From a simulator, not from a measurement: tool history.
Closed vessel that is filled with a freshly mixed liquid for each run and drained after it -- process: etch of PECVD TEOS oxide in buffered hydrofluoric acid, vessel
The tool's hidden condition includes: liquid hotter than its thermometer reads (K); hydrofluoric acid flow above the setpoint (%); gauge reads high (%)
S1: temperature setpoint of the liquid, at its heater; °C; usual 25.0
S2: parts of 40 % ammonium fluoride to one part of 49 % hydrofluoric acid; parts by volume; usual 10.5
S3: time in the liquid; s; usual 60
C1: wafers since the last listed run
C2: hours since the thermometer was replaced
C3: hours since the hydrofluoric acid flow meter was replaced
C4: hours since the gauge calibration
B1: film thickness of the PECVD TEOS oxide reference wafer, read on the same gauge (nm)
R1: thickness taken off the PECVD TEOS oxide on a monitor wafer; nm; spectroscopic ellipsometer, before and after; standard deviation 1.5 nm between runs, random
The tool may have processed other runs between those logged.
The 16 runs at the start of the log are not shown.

| run | hour | S1 | S2 | S3 | C1 | C2 | C3 | C4 | B1 | R1 |
|---|---|---|---|---|---|---|---|---|---|---|
| 17 | 380.9 | 23.5 | 7.0 | 50 | 1789 | 1266.9 | 236.1 | 218.0 | 30.71 | 255.28 |
|  | 399.6 | thermometer replaced |
| 18 | 405.8 | 29.5 | 7.5 | 70 | 3394 | 6.2 | 261.0 | 242.9 | 30.76 | 463.61 |
| 19 | 438.5 | 25.0 | 10.5 | 60 | 4643 | 38.9 | 293.7 | 275.6 | 30.83 | 229.05 |
| 20 | 469.3 | 28.0 | 8.0 | 35 | 4374 | 69.7 | 324.5 | 306.4 | 30.88 | 196.28 |
| 21 | 485.5 | 28.5 | 9.5 | 90 | 2300 | 85.9 | 340.7 | 322.6 | 30.90 | 443.76 |
| 22 | 510.6 | 28.0 | 13.5 | 90 | 3564 | 111.0 | 365.8 | 347.7 | 30.94 | 317.90 |
| 23 | 539.9 | 22.5 | 14.0 | 80 | 4161 | 140.3 | 395.1 | 377.0 | 31.00 | 200.60 |
| 24 | 558.6 | 29.5 | 14.0 | 80 | 2655 | 159.0 | 413.8 | 395.7 | 31.02 | 294.73 |
| 25 | 582.7 | 25.0 | 10.5 | 60 | 3422 | 183.1 | 437.9 | 419.8 | 31.04 | 227.97 |
| 26 | 607.6 | 21.0 | 10.5 | 40 | 3536 | 208.0 | 462.8 | 444.7 | 31.07 | 123.37 |
| 27 | 640.3 | 28.5 | 14.0 | 40 | 4643 | 240.7 | 495.5 | 477.4 | 31.13 | 139.42 |
| 28 | 665.3 | 25.0 | 10.5 | 60 | 3550 | 265.7 | 520.5 | 502.4 | 31.15 | 231.20 |
| 29 | 684.1 | 26.5 | 10.5 | 60 | 2669 | 284.5 | 539.3 | 521.2 | 31.18 | 251.39 |
| 30 | 701.1 | 23.0 | 10.5 | 35 | 2414 | 301.5 | 556.3 | 538.2 | 31.20 | 120.81 |
| 31 | 718.3 | 26.5 | 8.5 | 60 | 2442 | 318.7 | 573.5 | 555.4 | 31.22 | 294.85 |
| 32 | 746.2 | 22.0 | 9.0 | 60 | 3962 | 346.6 | 601.4 | 583.3 | 31.25 | 218.34 |
| 33 | 779.3 | 25.0 | 10.5 | 60 | 4700 | 379.7 | 634.5 | 616.4 | 31.25 | 230.25 |
| 34 | 813.5 | 21.5 | 11.5 | 70 | 4856 | 413.9 | 668.7 | 650.6 | 31.29 | 205.09 |

Branching from run 34: 3 alternative next runs. What would each branch give?
| A | 814.2 | 25.0 | 10.5 | 70 | 99 | 414.6 | 669.4 | 651.3 | ? | ? |
| B | 814.2 | 29.0 | 9.0 | 85 | 99 | 414.6 | 669.4 | 651.3 | ? | ? |
| C | 814.2 | 25.0 | 7.0 | 70 | 99 | 414.6 | 669.4 | 651.3 | ? | ? |

| run | B1 | R1 |
|---|---|---|
| A | 31.28 | 271.15 |
| B | 31.28 | 456.82 |
| C | 31.28 | 398.74 |
What these runs would have given with no unlogged condition in the tool:
| run | R1 |
|---|---|
| A | 260.03 |
| B | 438.09 |
| C | 382.39 |
